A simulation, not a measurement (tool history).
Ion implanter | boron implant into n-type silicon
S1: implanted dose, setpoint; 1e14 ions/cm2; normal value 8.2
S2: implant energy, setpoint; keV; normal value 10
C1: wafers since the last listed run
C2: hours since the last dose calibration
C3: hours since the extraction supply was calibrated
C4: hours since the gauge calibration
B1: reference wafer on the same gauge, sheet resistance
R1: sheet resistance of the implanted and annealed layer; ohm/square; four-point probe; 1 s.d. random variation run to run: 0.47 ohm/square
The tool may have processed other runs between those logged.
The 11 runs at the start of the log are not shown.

Run 12, hour 136: usual settings; C1 361; C2 469.2; C3 3713.7; C4 259.1; B1 113.06. Result: R1 135.09 ohm/square.
At hour 169.4: Faraday cup replaced and dose calibrated.
Run 13, hour 178.3: usual settings; C1 756; C2 8.9; C3 3756; C4 301.4; B1 112.99. Result: R1 138.86 ohm/square.
Run 14, hour 193.5: usual settings but S1 7.09 1e14 ions/cm2, S2 12 keV; C1 335; C2 24.1; C3 3771.2; C4 316.6; B1 112.93. Result: R1 155.39 ohm/square.
Run 15, hour 231.1: usual settings but S1 7.09 1e14 ions/cm2, S2 12 keV; C1 829; C2 61.7; C3 3808.8; C4 354.2; B1 112.97. Result: R1 154.22 ohm/square.
Run 16, hour 245.3: usual settings but S1 7.09 1e14 ions/cm2, S2 12 keV; C1 313; C2 75.9; C3 3823; C4 368.4; B1 113.02. Result: R1 154.12 ohm/square.
At hour 259.5: gauge calibrated.
Run 17, hour 260: usual settings; C1 324; C2 90.6; C3 3837.7; C4 0.5; B1 112.93. Result: R1 136.59 ohm/square.
Run 18, hour 267.1: usual settings but S1 6.64 1e14 ions/cm2; C1 156; C2 97.7; C3 3844.8; C4 7.6; B1 112.96. Result: R1 164.7 ohm/square.
Run 19, hour 282.7: usual settings but S1 10.16 1e14 ions/cm2, S2 8.5 keV; C1 344; C2 113.3; C3 3860.4; C4 23.2; B1 113.03. Result: R1 116.93 ohm/square.
Run 20, hour 291.8: usual settings but S1 9.47 1e14 ions/cm2, S2 12.5 keV; C1 200; C2 122.4; C3 3869.5; C4 32.3; B1 112.92. Result: R1 118.27 ohm/square.
Run 21, hour 299.2: usual settings but S1 6.44 1e14 ions/cm2, S2 12 keV; C1 163; C2 129.8; C3 3876.9; C4 39.7; B1 113.02. Result: R1 165.54 ohm/square.
Run 22, hour 317.1: usual settings but S1 9.63 1e14 ions/cm2; C1 394; C2 147.7; C3 3894.8; C4 57.6; B1 113.02. Result: R1 119.01 ohm/square.
Run 23, hour 329.9: usual settings but S1 7.5 1e14 ions/cm2, S2 11 keV; C1 282; C2 160.5; C3 3907.6; C4 70.4; B1 112.92. Result: R1 145.29 ohm/square.
Run 24, hour 358.8: usual settings but S1 5.87 1e14 ions/cm2, S2 11 keV; C1 637; C2 189.4; C3 3936.5; C4 99.3; B1 113.01. Result: R1 181.37 ohm/square.
Run 25, hour 364.9: usual settings but S2 13 keV; C1 134; C2 195.5; C3 3942.6; C4 105.4; B1 113.01. Result: R1 132.55 ohm/square.
Run 26, hour 378.2: usual settings but S1 9.18 1e14 ions/cm2; C1 293; C2 208.8; C3 3955.9; C4 118.7; B1 112.93. Result: R1 123.76 ohm/square.
At hour 399: extraction supply calibrated.
Run 27, hour 410.3: usual settings but S1 9.85 1e14 ions/cm2, S2 11 keV; C1 531; C2 240.9; C3 11.3; C4 150.8; B1 112.94. Result: R1 115.34 ohm/square.
Run 28, hour 427.6: usual settings but S2 12.5 keV; C1 381; C2 258.2; C3 28.6; C4 168.1; B1 113.05. Result: R1 132.5 ohm/square.
Run 29, hour 438.6: usual settings but S1 7.13 1e14 ions/cm2; C1 242; C2 269.2; C3 39.6; C4 179.1; B1 113.03. Result: R1 152.73 ohm/square.
Run 30, hour 448.5: usual settings but S2 11.5 keV; C1 218; C2 279.1; C3 49.5; C4 189; B1 112.93. Result: R1 132.58 ohm/square.
Run 31, hour 457.6: usual settings; C1 200; C2 288.2; C3 58.6; C4 198.1; B1 112.96. Result: R1 135.72 ohm/square.
Run 32, hour 473.5: usual settings but S1 9.36 1e14 ions/cm2, S2 7.5 keV; C1 350; C2 304.1; C3 74.5; C4 214; B1 113.07. Result: R1 125.15 ohm/square.
Run 33, hour 490.4: usual settings but S1 6.55 1e14 ions/cm2, S2 13 keV; C1 372; C2 321; C3 91.4; C4 230.9; B1 113.05. Result: R1 161.57 ohm/square.

Run 34 comes next. What will it give?
Run 34, hour 505.1: usual settings but S2 13 keV; C1 324; C2 335.7; C3 106.1; C4 245.6; B1 ?. Result: R1 ?.

B1: 113
R1: 132.38 ohm/square
Without the tool's hidden state the same run would have given R1 135.42 ohm/square.

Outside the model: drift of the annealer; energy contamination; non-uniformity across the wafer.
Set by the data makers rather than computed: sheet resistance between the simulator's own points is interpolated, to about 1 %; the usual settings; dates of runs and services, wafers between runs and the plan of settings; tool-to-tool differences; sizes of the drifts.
